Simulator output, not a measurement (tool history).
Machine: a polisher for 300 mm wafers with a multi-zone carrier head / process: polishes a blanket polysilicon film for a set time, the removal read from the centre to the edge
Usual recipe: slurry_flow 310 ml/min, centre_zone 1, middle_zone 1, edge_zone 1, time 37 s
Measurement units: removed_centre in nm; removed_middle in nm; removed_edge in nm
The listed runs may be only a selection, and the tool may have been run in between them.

run,hour,slurry_flow,centre_zone,middle_zone,edge_zone,time,wafers since the last listed run,wafers polished on this pad,hours since the slurry nozzle was cleaned,hours since the centre zone pressure was calibrated,hours since the edge zone pressure was calibrated,hours since the carrier head's membrane was replaced,"incoming thickness of the incoming film, nm",removed_centre,removed_middle,removed_edge
1,0,310,1,1,1,37,0,459,243.3,239.8,734.2,1464.2,2007.2,187.9,193.1,190.5
2,12.4,310,1.05,1.05,0.96,43,141,601,255.7,252.2,746.6,1476.6,1982.3,223.7,226.4,217.3
# hour 28.2: slurry nozzle cleaned
# hour 41.2: edge zone pressure recalibrated
# hour 47.1: carrier head's membrane replaced by a new one
3,47.6,410,1,0.93,1,37,311,912,19.4,287.4,6.4,0.5,2024,205.1,189.5,199.6
4,72.7,310,1,1,1,37,287,1199,44.5,312.5,31.5,25.6,1961.1,201.4,198.2,198.5
5,98.3,310,1,1,1,37,292,1492,70.1,338.1,57.1,51.2,1988.7,198,196,196.6
6,131.8,310,1,1,1,37,383,1875,103.6,371.6,90.6,84.7,2030.4,202.8,195.8,193.4
7,158,310,1.11,0.97,1.1,43,299,2175,129.8,397.8,116.8,110.9,1984.8,252.6,226.1,234.5
8,177.5,310,0.89,1.08,0.96,37,223,2398,149.3,417.3,136.3,130.4,2034.2,180.8,210.7,197.1
9,196.8,310,1,0.9,1,37,220,2618,168.6,436.6,155.6,149.7,1997.2,197.2,181.5,195.1
# hour 233.5: worn pad replaced by a new one
10,234,310,1,1,1,37,379,6,205.8,473.8,192.8,186.9,2000,196.7,194.5,199.2
11,252.9,310,1,1,1,37,216,222,224.7,492.7,211.7,205.8,1999.5,191.9,191.9,194.7
12,288.1,310,1,1,1,37,402,624,259.9,527.9,246.9,241,1991.2,187.2,190.2,193.7
# hour 305.5: slurry nozzle cleaned
13,323.5,385,1.07,1,0.91,37,393,1018,18,563.3,282.3,276.4,2008.6,220.9,208.5,193
14,341.9,395,0.96,1,1,37,210,1228,36.4,581.7,300.7,294.8,1978.4,204.9,203.9,204.3
15,365.4,210,1,1,1,37,268,1497,59.9,605.2,324.2,318.3,2028.5,198.1,193.3,191.4
16,396.7,310,1,1,0.93,25,358,1855,91.2,636.5,355.5,349.6,2013.5,138.6,137,133.2
17,416.7,310,1,0.95,0.91,37,228,2084,111.2,656.5,375.5,369.6,1979.1,204.2,188.3,194.7
18,434.3,355,1.03,1,1,28,201,2285,128.8,674.1,393.1,387.2,1982.8,158.9,152.6,149.1
# hour 449.4: worn pad replaced by a new one
19,467.4,310,1,1,1,37,332,205,161.9,707.2,426.2,420.3,1986.4,203.6,195.9,197.4
20,488.6,310,1,1,1,37,242,447,183.1,728.4,447.4,441.5,1990.9,202.3,198,198.9
21,515,310,1,1,1.12,44,301,749,209.5,754.8,473.8,467.9,1973.1,240.1,232.4,246.8

Consider 5 possible next runs. They are alternatives, not a sequence: every one starts from the tool as it was left by run 21. What does each give?
A,515.4,310,1,1,1,37,4,754,209.9,755.2,474.2,468.3,2007.2,?,?,?
B,515.4,355,0.88,0.92,1,46,4,754,209.9,755.2,474.2,468.3,2007.2,?,?,?
C,515.4,310,1,1,0.94,43,4,754,209.9,755.2,474.2,468.3,2007.2,?,?,?
D,515.4,310,1,1.08,0.97,37,4,754,209.9,755.2,474.2,468.3,2007.2,?,?,?
E,515.4,310,0.9,1,1.11,37,4,754,209.9,755.2,474.2,468.3,2007.2,?,?,?

run,removed_centre,removed_middle,removed_edge
A,200.3,194.3,194.7
B,228.7,228.8,245.1
C,232.8,225.8,220.3
D,200.4,207.4,191.9
E,184.2,194.3,204
Stripped of hidden state, with their random variation kept, the same runs would have yielded:
run,removed_centre,removed_middle,removed_edge
A,194.6,200.4,199.2
B,221.2,235.1,250.2
C,226.2,232.9,225.4
D,194.7,213.9,196.4
E,178.9,200.4,208.8

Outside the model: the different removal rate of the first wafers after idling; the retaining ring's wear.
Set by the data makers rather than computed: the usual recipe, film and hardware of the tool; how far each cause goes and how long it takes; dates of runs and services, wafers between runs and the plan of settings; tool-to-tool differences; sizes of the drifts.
